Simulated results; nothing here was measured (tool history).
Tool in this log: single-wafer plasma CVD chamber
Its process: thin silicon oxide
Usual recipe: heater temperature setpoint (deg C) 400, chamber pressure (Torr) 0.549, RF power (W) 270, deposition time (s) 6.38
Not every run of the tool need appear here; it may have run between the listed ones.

run   hour  heater temperature setpoint (deg C)  chamber pressure (Torr)  RF power (W)  deposition time (s)  read-back reference wafer on the same gauge, thickness_nm  mean film thickness on the monitor wafer (Å)
  1    0.0                                  400                    0.549           270                 6.38                                                      6.152                                         68.75
  2    7.7                                  400                    0.549           270                 6.38                                                      6.152                                         68.70
  3   24.3                                  400                    0.549           270                 7.09                                                      6.152                                         76.23
  4   31.2                                  400                    0.549           270                 6.38                                                      6.151                                         69.05
  5   38.2                                  400                    0.549           290                 6.38                                                      6.150                                         70.93
  6   54.2                                  400                    0.549           290                 6.38                                                      6.151                                         70.62
  7   67.6                                  400                    0.549           290                 6.38                                                      6.152                                         71.11
  8   79.5                                  400                    0.549           270                 6.38                                                      6.151                                         68.82
  9   94.7                                  400                    0.549           270                 6.38                                                      6.147                                         68.94
      98.7  -- gauge calibrated
 10  101.1                                  400                    0.549           270                 6.38                                                      6.147                                         68.90
     114.3  -- thermocouple changed; heater temperature recalibrated
     121.5  -- capacitance manometer re-zeroed and calibrated
 11  122.0                                  389                    0.599           220                 5.48                                                      6.148                                         62.20
 12  125.4                                  400                    0.484           270                 7.46                                                      6.149                                         78.31
     145.0  -- showerhead replaced
 13  145.5                                  400                    0.549           225                 6.38                                                      6.147                                         67.47
     162.6  -- RF generator calibrated
 14  163.1                                  407                    0.630           270                 6.38                                                      6.152                                         81.08
 15  167.7                                  400                    0.549           270                 6.38                                                      6.154                                         73.17
 16  178.7                                  389                    0.437           270                 7.24                                                      6.150                                         70.12
 17  186.6                                  400                    0.587           270                 5.41                                                      6.149                                         65.34
 18  193.2                                  400                    0.549           270                 6.38                                                      6.147                                         73.14
 19  204.6                                  400                    0.425           230                 6.38                                                      6.150                                         55.93
 20  219.8                                  400                    0.593           235                 6.38                                                      6.149                                         72.54
 21  232.4                                  400                    0.549           270                 6.38                                                      6.148                                         72.56

What if the next run were any one of these 4? Each begins from the tool's condition after run 21:
  A  232.8                                  400                    0.549           270                 6.38                                                          ?                                             ?
  B  232.8                                  400                    0.549           285                 6.38                                                          ?                                             ?
  C  232.8                                  400                    0.617           270                 6.75                                                          ?                                             ?
  D  232.8                                  400                    0.549           270                 7.58                                                          ?                                             ?

run  read-back reference wafer on the same gauge, thickness_nm  mean film thickness on the monitor wafer (Å)
  A                                                      6.152                                         72.61
  B                                                      6.152                                         74.29
  C                                                      6.152                                         84.21
  D                                                      6.152                                         86.23
What these runs would have given with no unlogged condition in the tool:
run  mean film thickness on the monitor wafer (Å)
  A                                         73.77
  B                                         75.48
  C                                         85.51
  D                                         87.61
